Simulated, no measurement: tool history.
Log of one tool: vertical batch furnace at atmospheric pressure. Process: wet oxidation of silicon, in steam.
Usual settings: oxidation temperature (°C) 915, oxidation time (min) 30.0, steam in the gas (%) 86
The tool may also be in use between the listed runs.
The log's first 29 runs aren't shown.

run      day  oxidation temperature (°C)  oxidation time (min)  steam in the gas (%)  read-back reference wafer on the same gauge, thickness  oxide thickness on the monitor wafer (Å)
 30   85.346                         915                  30.0                    86                                                  100.93                                    1276.5
 31   91.983                         901                  17.0                    86                                                  101.12                                     646.8
 32   95.383                         915                  30.0                    86                                                  100.96                                    1277.3
 33   97.446                         935                  30.0                    94                                                  101.06                                    1677.3
 34  101.075                         915                  30.0                    86                                                  101.07                                    1277.9
     104.971  -- steam generator serviced
 35  104.992                         915                  30.0                    76                                                  101.05                                    1155.1
 36  107.558                         896                  30.0                    86                                                  101.01                                    1008.3
 37  110.692                         901                  30.0                    86                                                  100.98                                    1085.0

3 ways to go on from here, each from the tool as it stands after run 37. What would each give?
  A  110.888                         915                  30.0                    86                                                       ?                                         ?
  B  110.888                         903                  25.0                    91                                                       ?                                         ?
  C  110.888                         907                  30.0                    82                                                       ?                                         ?

run  read-back reference wafer on the same gauge, thickness  oxide thickness on the monitor wafer (Å)
  A                                                  101.08                                    1286.4
  B                                                  101.08                                    1000.4
  C                                                  101.08                                    1126.2
Without the tool's hidden state the same runs would have given:
run  oxide thickness on the monitor wafer (Å)
  A                                    1261.6
  B                                     977.4
  C                                    1102.1
